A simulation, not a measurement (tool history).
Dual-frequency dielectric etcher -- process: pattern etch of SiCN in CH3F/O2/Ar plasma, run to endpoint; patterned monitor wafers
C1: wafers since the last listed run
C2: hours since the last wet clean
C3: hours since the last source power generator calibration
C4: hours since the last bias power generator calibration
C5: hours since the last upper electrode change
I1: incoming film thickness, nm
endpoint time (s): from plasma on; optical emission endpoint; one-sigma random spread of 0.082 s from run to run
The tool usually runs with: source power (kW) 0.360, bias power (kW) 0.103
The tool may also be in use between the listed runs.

{"run": 1, "hour": 0.0, "source power (kW)": 0.36, "bias power (kW)": 0.103, "C1": 0, "C2": 59.0, "C3": 2900.4, "C4": 1595.7, "C5": 1280.6, "I1": 8.27, "endpoint time (s)": 21.2}
{"run": 2, "hour": 48.7, "source power (kW)": 0.36, "bias power (kW)": 0.103, "C1": 719, "C2": 107.7, "C3": 2949.1, "C4": 1644.4, "C5": 1329.3, "I1": 8.46, "endpoint time (s)": 21.7}
{"run": 3, "hour": 84.6, "source power (kW)": 0.36, "bias power (kW)": 0.082, "C1": 530, "C2": 143.6, "C3": 2985.0, "C4": 1680.3, "C5": 1365.2, "I1": 8.39, "endpoint time (s)": 23.9}
{"run": 4, "hour": 139.2, "source power (kW)": 0.36, "bias power (kW)": 0.082, "C1": 806, "C2": 198.2, "C3": 3039.6, "C4": 1734.9, "C5": 1419.8, "I1": 8.37, "endpoint time (s)": 23.6}
{"run": 5, "hour": 200.3, "source power (kW)": 0.36, "bias power (kW)": 0.103, "C1": 902, "C2": 259.3, "C3": 3100.7, "C4": 1796.0, "C5": 1480.9, "I1": 8.37, "endpoint time (s)": 21.4}
{"run": 6, "hour": 268.6, "source power (kW)": 0.36, "bias power (kW)": 0.103, "C1": 1008, "C2": 327.6, "C3": 3169.0, "C4": 1864.3, "C5": 1549.2, "I1": 8.36, "endpoint time (s)": 21.5}
{"run": 7, "hour": 329.2, "source power (kW)": 0.36, "bias power (kW)": 0.103, "C1": 895, "C2": 388.2, "C3": 3229.6, "C4": 1924.9, "C5": 1609.8, "I1": 8.38, "endpoint time (s)": 21.4}
{"run": 8, "hour": 397.3, "source power (kW)": 0.42, "bias power (kW)": 0.111, "C1": 1005, "C2": 456.3, "C3": 3297.7, "C4": 1993.0, "C5": 1677.9, "I1": 8.5, "endpoint time (s)": 20.3}
{"run": 9, "hour": 423.5, "source power (kW)": 0.36, "bias power (kW)": 0.103, "C1": 387, "C2": 482.5, "C3": 3323.9, "C4": 2019.2, "C5": 1704.1, "I1": 8.41, "endpoint time (s)": 21.6}
{"run": 10, "hour": 453.3, "source power (kW)": 0.36, "bias power (kW)": 0.103, "C1": 440, "C2": 512.3, "C3": 3353.7, "C4": 2049.0, "C5": 1733.9, "I1": 8.35, "endpoint time (s)": 21.2}
{"run": 11, "hour": 487.5, "source power (kW)": 0.36, "bias power (kW)": 0.103, "C1": 505, "C2": 546.5, "C3": 3387.9, "C4": 2083.2, "C5": 1768.1, "I1": 8.3, "endpoint time (s)": 21.3}
{"run": 12, "hour": 534.0, "source power (kW)": 0.36, "bias power (kW)": 0.119, "C1": 686, "C2": 593.0, "C3": 3434.4, "C4": 2129.7, "C5": 1814.6, "I1": 8.42, "endpoint time (s)": 20.3}
{"hour": 580.8, "done": "wet clean of the chamber"}
{"run": 13, "hour": 668.3, "source power (kW)": 0.36, "bias power (kW)": 0.103, "C1": 1629, "C2": 87.5, "C3": 3568.7, "C4": 2264.0, "C5": 1948.9, "I1": 8.33, "endpoint time (s)": 21.5}
{"run": 14, "hour": 725.9, "source power (kW)": 0.36, "bias power (kW)": 0.103, "C1": 850, "C2": 145.1, "C3": 3626.3, "C4": 2321.6, "C5": 2006.5, "I1": 8.42, "endpoint time (s)": 21.6}
{"hour": 777.5, "done": "upper electrode replaced"}
{"run": 15, "hour": 783.0, "source power (kW)": 0.36, "bias power (kW)": 0.103, "C1": 488, "C2": 202.2, "C3": 3683.4, "C4": 2378.7, "C5": 5.5, "I1": 8.45, "endpoint time (s)": 21.7}
{"hour": 791.4, "done": "source power generator calibrated"}
{"run": 16, "hour": 819.5, "source power (kW)": 0.36, "bias power (kW)": 0.103, "C1": 480, "C2": 238.7, "C3": 28.1, "C4": 2415.2, "C5": 42.0, "I1": 8.38, "endpoint time (s)": 21.5}
{"run": 17, "hour": 863.0, "source power (kW)": 0.36, "bias power (kW)": 0.103, "C1": 642, "C2": 282.2, "C3": 71.6, "C4": 2458.7, "C5": 85.5, "I1": 8.39, "endpoint time (s)": 21.5}
{"run": 18, "hour": 913.9, "source power (kW)": 0.33, "bias power (kW)": 0.122, "C1": 751, "C2": 333.1, "C3": 122.5, "C4": 2509.6, "C5": 136.4, "I1": 8.35, "endpoint time (s)": 20.4}
{"run": 19, "hour": 966.2, "source power (kW)": 0.36, "bias power (kW)": 0.103, "C1": 772, "C2": 385.4, "C3": 174.8, "C4": 2561.9, "C5": 188.7, "I1": 8.38, "endpoint time (s)": 21.6}
{"run": 20, "hour": 1033.6, "source power (kW)": 0.27, "bias power (kW)": 0.11, "C1": 995, "C2": 452.8, "C3": 242.2, "C4": 2629.3, "C5": 256.1, "I1": 8.41, "endpoint time (s)": 22.5}
{"hour": 1046.9, "done": "bias power generator calibrated"}
{"run": 21, "hour": 1067.2, "source power (kW)": 0.33, "bias power (kW)": 0.119, "C1": 437, "C2": 486.4, "C3": 275.8, "C4": 20.3, "C5": 289.7, "I1": 8.36, "endpoint time (s)": 20.2}
{"run": 22, "hour": 1131.4, "source power (kW)": 0.36, "bias power (kW)": 0.103, "C1": 948, "C2": 550.6, "C3": 340.0, "C4": 84.5, "C5": 353.9, "I1": 8.38, "endpoint time (s)": 21.0}
{"run": 23, "hour": 1187.5, "source power (kW)": 0.36, "bias power (kW)": 0.122, "C1": 828, "C2": 606.7, "C3": 396.1, "C4": 140.6, "C5": 410.0, "I1": 8.31, "endpoint time (s)": 19.3}
{"hour": 1226.2, "done": "wet clean of the chamber"}
{"run": 24, "hour": 1246.3, "source power (kW)": 0.44, "bias power (kW)": 0.128, "C1": 514, "C2": 20.1, "C3": 454.9, "C4": 199.4, "C5": 468.8, "I1": 8.42, "endpoint time (s)": 18.1}
{"run": 25, "hour": 1301.9, "source power (kW)": 0.36, "bias power (kW)": 0.103, "C1": 821, "C2": 75.7, "C3": 510.5, "C4": 255.0, "C5": 524.4, "I1": 8.34, "endpoint time (s)": 20.9}
{"run": 26, "hour": 1396.4, "source power (kW)": 0.4, "bias power (kW)": 0.103, "C1": 1395, "C2": 170.2, "C3": 605.0, "C4": 349.5, "C5": 618.9, "I1": 8.37, "endpoint time (s)": 20.4}
{"run": 27, "hour": 1453.8, "source power (kW)": 0.36, "bias power (kW)": 0.103, "C1": 847, "C2": 227.6, "C3": 662.4, "C4": 406.9, "C5": 676.3, "I1": 8.33, "endpoint time (s)": 21.0}
{"run": 28, "hour": 1490.5, "source power (kW)": 0.39, "bias power (kW)": 0.126, "C1": 542, "C2": 264.3, "C3": 699.1, "C4": 443.6, "C5": 713.0, "I1": 8.45, "endpoint time (s)": 19.1}
{"run": 29, "hour": 1520.5, "source power (kW)": 0.44, "bias power (kW)": 0.084, "C1": 443, "C2": 294.3, "C3": 729.1, "C4": 473.6, "C5": 743.0, "I1": 8.38, "endpoint time (s)": 21.7}
{"run": 30, "hour": 1548.5, "source power (kW)": 0.31, "bias power (kW)": 0.103, "C1": 413, "C2": 322.3, "C3": 757.1, "C4": 501.6, "C5": 771.0, "I1": 8.44, "endpoint time (s)": 22.4}
{"run": 31, "hour": 1588.6, "source power (kW)": 0.36, "bias power (kW)": 0.123, "C1": 592, "C2": 362.4, "C3": 797.2, "C4": 541.7, "C5": 811.1, "I1": 8.38, "endpoint time (s)": 19.7}
{"run": 32, "hour": 1650.7, "source power (kW)": 0.3, "bias power (kW)": 0.127, "C1": 917, "C2": 424.5, "C3": 859.3, "C4": 603.8, "C5": 873.2, "I1": 8.36, "endpoint time (s)": 20.1}
{"run": 33, "hour": 1684.3, "source power (kW)": 0.36, "bias power (kW)": 0.091, "C1": 496, "C2": 458.1, "C3": 892.9, "C4": 637.4, "C5": 906.8, "I1": 8.43, "endpoint time (s)": 22.5}
{"run": 34, "hour": 1755.4, "source power (kW)": 0.32, "bias power (kW)": 0.086, "C1": 1050, "C2": 529.2, "C3": 964.0, "C4": 708.5, "C5": 977.9, "I1": 8.46, "endpoint time (s)": 24.2}

Below are 4 alternative next runs, each starting from the tool's condition after run 34. Predict each:
{"run": "A", "hour": 1755.8, "source power (kW)": 0.36, "bias power (kW)": 0.116, "C1": 5, "C2": 529.6, "C3": 964.4, "C4": 708.9, "C5": 978.3, "I1": 8.37, "endpoint time (s)": "?"}
{"run": "B", "hour": 1755.8, "source power (kW)": 0.3, "bias power (kW)": 0.103, "C1": 5, "C2": 529.6, "C3": 964.4, "C4": 708.9, "C5": 978.3, "I1": 8.37, "endpoint time (s)": "?"}
{"run": "C", "hour": 1755.8, "source power (kW)": 0.42, "bias power (kW)": 0.103, "C1": 5, "C2": 529.6, "C3": 964.4, "C4": 708.9, "C5": 978.3, "I1": 8.37, "endpoint time (s)": "?"}
{"run": "D", "hour": 1755.8, "source power (kW)": 0.33, "bias power (kW)": 0.093, "C1": 5, "C2": 529.6, "C3": 964.4, "C4": 708.9, "C5": 978.3, "I1": 8.37, "endpoint time (s)": "?"}

run=A endpoint_time_(s)=20.1
run=B endpoint_time_(s)=22.4
run=C endpoint_time_(s)=20.3
run=D endpoint_time_(s)=22.8
Had the tool no hidden state, the same runs would have come out as:
run=A endpoint_time_(s)=19.9
run=B endpoint_time_(s)=22.1
run=C endpoint_time_(s)=20.1
run=D endpoint_time_(s)=22.6
